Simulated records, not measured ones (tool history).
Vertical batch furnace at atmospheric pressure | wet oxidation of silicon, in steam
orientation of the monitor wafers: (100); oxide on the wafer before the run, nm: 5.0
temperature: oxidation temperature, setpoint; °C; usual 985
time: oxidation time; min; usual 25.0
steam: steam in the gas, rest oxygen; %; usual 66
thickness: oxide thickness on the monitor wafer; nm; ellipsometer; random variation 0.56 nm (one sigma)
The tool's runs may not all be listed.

| run | hour | temperature | time | steam | wafers since the last listed run | hours since the last temperature calibration | hours since the steam generator was serviced | hours since the gauge calibration | read-back reference wafer on the same gauge, thickness | thickness |
|---|---|---|---|---|---|---|---|---|---|---|
| 1 | 0.0 | 985 | 25.0 | 66 | 0 | 3076.6 | 2357.1 | 439.1 | 150.99 | 134.05 |
| 2 | 49.5 | 985 | 25.0 | 66 | 867 | 3126.1 | 2406.6 | 488.6 | 150.96 | 133.37 |
| 3 | 155.4 | 985 | 25.0 | 66 | 1855 | 3232.0 | 2512.5 | 594.5 | 151.08 | 134.01 |
| 4 | 238.7 | 985 | 19.5 | 76 | 1459 | 3315.3 | 2595.8 | 677.8 | 150.94 | 122.27 |
| 5 | 316.1 | 985 | 19.5 | 76 | 1356 | 3392.7 | 2673.2 | 755.2 | 151.09 | 122.61 |
| 6 | 379.0 | 985 | 19.5 | 76 | 1101 | 3455.6 | 2736.1 | 818.1 | 150.97 | 123.40 |
| 7 | 467.7 | 985 | 25.0 | 66 | 1553 | 3544.3 | 2824.8 | 906.8 | 151.00 | 133.89 |
| 8 | 513.7 | 985 | 25.0 | 66 | 805 | 3590.3 | 2870.8 | 952.8 | 151.07 | 134.24 |
| 9 | 592.4 | 985 | 25.0 | 66 | 1378 | 3669.0 | 2949.5 | 1031.5 | 151.10 | 133.63 |
|  | 687.0 | thermocouples replaced and temperature profile calibrated |
| 10 | 745.8 | 971 | 25.0 | 66 | 2267 | 58.8 | 3102.9 | 1184.9 | 150.94 | 114.75 |
| 11 | 831.3 | 971 | 25.0 | 66 | 1497 | 144.3 | 3188.4 | 1270.4 | 150.99 | 115.02 |
| 12 | 918.0 | 985 | 25.0 | 66 | 1518 | 231.0 | 3275.1 | 1357.1 | 150.98 | 133.71 |
| 13 | 1022.4 | 985 | 25.0 | 66 | 1829 | 335.4 | 3379.5 | 1461.5 | 151.05 | 134.24 |
| 14 | 1086.5 | 985 | 25.0 | 66 | 1123 | 399.5 | 3443.6 | 1525.6 | 150.93 | 132.72 |
|  | 1122.4 | gauge calibrated |
| 15 | 1146.8 | 971 | 30.0 | 55 | 1056 | 459.8 | 3503.9 | 24.4 | 150.93 | 114.43 |
| 16 | 1191.8 | 985 | 32.5 | 66 | 788 | 504.8 | 3548.9 | 69.4 | 151.05 | 165.69 |
| 17 | 1285.1 | 985 | 25.0 | 61 | 1634 | 598.1 | 3642.2 | 162.7 | 151.09 | 125.46 |
| 18 | 1389.9 | 1000 | 25.0 | 74 | 1836 | 702.9 | 3747.0 | 267.5 | 150.96 | 169.76 |
| 19 | 1434.2 | 967 | 35.0 | 74 | 776 | 747.2 | 3791.3 | 311.8 | 151.07 | 158.95 |
| 20 | 1501.5 | 985 | 25.0 | 69 | 1179 | 814.5 | 3858.6 | 379.1 | 150.96 | 138.81 |
|  | 1600.1 | steam generator serviced |
| 21 | 1679.4 | 985 | 25.0 | 66 | 2696 | 992.4 | 79.3 | 557.0 | 150.92 | 139.69 |
| 22 | 1743.8 | 985 | 25.0 | 74 | 1128 | 1056.8 | 143.7 | 621.4 | 150.98 | 152.18 |
| 23 | 1827.7 | 993 | 25.0 | 66 | 1469 | 1140.7 | 227.6 | 705.3 | 151.06 | 151.04 |
| 24 | 1873.0 | 985 | 16.0 | 66 | 793 | 1186.0 | 272.9 | 750.6 | 151.03 | 96.45 |
| 25 | 1931.5 | 961 | 29.5 | 77 | 1024 | 1244.5 | 331.4 | 809.1 | 151.06 | 138.35 |
| 26 | 1975.6 | 985 | 25.0 | 66 | 772 | 1288.6 | 375.5 | 853.2 | 151.13 | 139.10 |
| 27 | 2025.3 | 967 | 25.0 | 66 | 870 | 1338.3 | 425.2 | 902.9 | 151.07 | 114.00 |
| 28 | 2116.0 | 985 | 25.0 | 66 | 1589 | 1429.0 | 515.9 | 993.6 | 150.95 | 137.96 |
| 29 | 2186.2 | 985 | 25.0 | 55 | 1229 | 1499.2 | 586.1 | 1063.8 | 150.90 | 118.70 |

Measured less the same run without the tool's hidden state. The same run-to-run variation is in both; the gauge's scatter may not be:
The hidden state here: true tube temperature minus thermocouple reading, K; steam share off its setpoint, % of the setpoint; gauge reads high (%).
| run | thickness |
|---|---|
| 1 | -6.35 |
| 2 | -6.36 |
| 3 | -6.48 |
| 4 | -6.02 |
| 5 | -6.09 |
| 6 | -6.17 |
| 7 | -6.70 |
| 8 | -6.75 |
| 9 | -6.75 |
| 10 | -6.04 |
| 11 | -6.10 |
| 12 | -6.93 |
| 13 | -7.00 |
| 14 | -6.95 |
| 15 | -6.19 |
| 16 | -8.53 |
| 17 | -6.68 |
| 18 | -8.60 |
| 19 | -8.50 |
| 20 | -7.38 |
| 21 | -0.64 |
| 22 | -1.00 |
| 23 | -1.38 |
| 24 | -1.06 |
| 25 | -1.74 |
| 26 | -1.88 |
| 27 | -1.76 |
| 28 | -2.36 |
| 29 | -2.27 |

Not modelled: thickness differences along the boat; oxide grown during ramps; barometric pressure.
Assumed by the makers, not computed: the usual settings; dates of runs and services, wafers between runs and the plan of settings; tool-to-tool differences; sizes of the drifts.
